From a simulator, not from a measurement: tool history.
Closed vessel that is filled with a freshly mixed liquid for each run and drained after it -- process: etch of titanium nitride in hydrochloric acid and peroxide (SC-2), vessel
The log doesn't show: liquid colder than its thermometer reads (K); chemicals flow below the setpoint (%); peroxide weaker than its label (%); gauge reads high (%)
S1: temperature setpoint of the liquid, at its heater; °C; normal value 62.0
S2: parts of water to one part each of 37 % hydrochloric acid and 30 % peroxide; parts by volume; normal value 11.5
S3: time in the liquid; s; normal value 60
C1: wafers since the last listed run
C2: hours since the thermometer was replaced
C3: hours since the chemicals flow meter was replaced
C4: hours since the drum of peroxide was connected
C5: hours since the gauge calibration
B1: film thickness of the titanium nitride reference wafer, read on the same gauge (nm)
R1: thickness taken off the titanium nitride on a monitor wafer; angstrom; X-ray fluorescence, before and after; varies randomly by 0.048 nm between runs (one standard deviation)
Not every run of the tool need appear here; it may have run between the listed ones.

run    hour    S1    S2  S3    C1      C2      C3      C4      C5     B1    R1
  1     0.0  62.0  13.5  45     0  2174.8   692.7   354.1  1913.7  29.98  33.8
  2    83.1  62.0  11.5  40  5711  2257.9   775.8   437.2  1996.8  30.01  34.7
  3   191.0  62.0  11.5  40  7416  2365.8   883.7   545.1  2104.7  29.99  34.4
  4   251.2  62.0  11.5  40  4137  2426.0   943.9   605.3  2164.9  29.99  33.9
  5   332.1  62.0  11.5  60  5560  2506.9  1024.8   686.2  2245.8  29.97  50.9
  6   370.9  62.0  11.5  60  2666  2545.7  1063.6   725.0  2284.6  29.98  51.1
  7   474.5  62.0  11.5  60  7121  2649.3  1167.2   828.6  2388.2  30.01  50.4
  8   532.1  62.0   7.5  60  3959  2706.9  1224.8   886.2  2445.8  30.01  71.7
  9   621.3  62.0   7.5  60  6131  2796.1  1314.0   975.4  2535.0  30.02  72.3
 10   705.0  62.0   7.5  60  5753  2879.8  1397.7  1059.1  2618.7  29.99  71.2
 11   759.8  62.0   9.0  60  3766  2934.6  1452.5  1113.9  2673.5  30.01  61.8
      812.5  -- new drum of peroxide connected
 12   830.9  62.0   9.5  60  4818  3005.7  1523.6    18.4  2744.6  29.99  58.0
      842.5  -- thermometer replaced
 13   934.5  62.0  11.5  60  7052    92.0  1627.2   122.0  2848.2  30.01  50.0
 14  1003.9  62.0   5.5  60  4770   161.4  1696.6   191.4  2917.6  30.01  89.7
     1009.3  -- gauge calibrated
 15  1105.8  62.0  15.5  30  7004   263.3  1798.5   293.3    96.5  30.04  19.1
 16  1203.8  71.5  14.0  30  6736   361.3  1896.5   391.3   194.5  29.99  36.4
 17  1261.6  67.5  16.5  40  3972   419.1  1954.3   449.1   252.3  30.00  32.8
 18  1363.7  72.0  15.0  70  7017   521.2  2056.4   551.2   354.4  30.03  83.1
 19  1408.2  62.0  11.5  60  3058   565.7  2100.9   595.7   398.9  30.00  48.5
     1470.0  -- chemicals flow meter replaced
 20  1499.6  54.0  14.5  30  6213   657.1    29.6   687.1   490.3  29.97  13.1
 21  1589.0  62.0  11.5  60  6145   746.5   119.0   776.5   579.7  30.00  52.5
 22  1628.0  62.0   8.0  70  2680   785.5   158.0   815.5   618.7  29.97  83.0
 23  1665.0  55.5   7.5  45  2543   822.5   195.0   852.5   655.7  29.99  37.6
 24  1720.4  71.5  14.0  30  3807   877.9   250.4   907.9   711.1  29.99  39.5
 25  1767.9  62.0  11.5  60  3264   925.4   297.9   955.4   758.6  30.03  53.3
 26  1862.1  55.5   7.5  45  6474  1019.6   392.1  1049.6   852.8  29.99  37.1
 27  1942.6  58.5  14.0  30  5533  1100.1   472.6  1130.1   933.3  29.99  17.7
 28  2018.3  58.5  11.5  70  5203  1175.8   548.3  1205.8  1009.0  30.03  48.2

The logged runs with the hidden state left out (each run's random variation unchanged):
run    R1
  1  35.2
  2  36.2
  3  36.1
  4  35.7
  5  53.7
  6  54.1
  7  53.5
  8  76.1
  9  76.9
 10  76.0
 11  66.3
 12  62.5
 13  54.3
 14  96.6
 15  21.0
 16  40.1
 17  36.3
 18  92.4
 19  53.9
 20  13.2
 21  53.1
 22  84.0
 23  38.1
 24  40.2
 25  54.3
 26  37.8
 27  18.1
 28  49.6
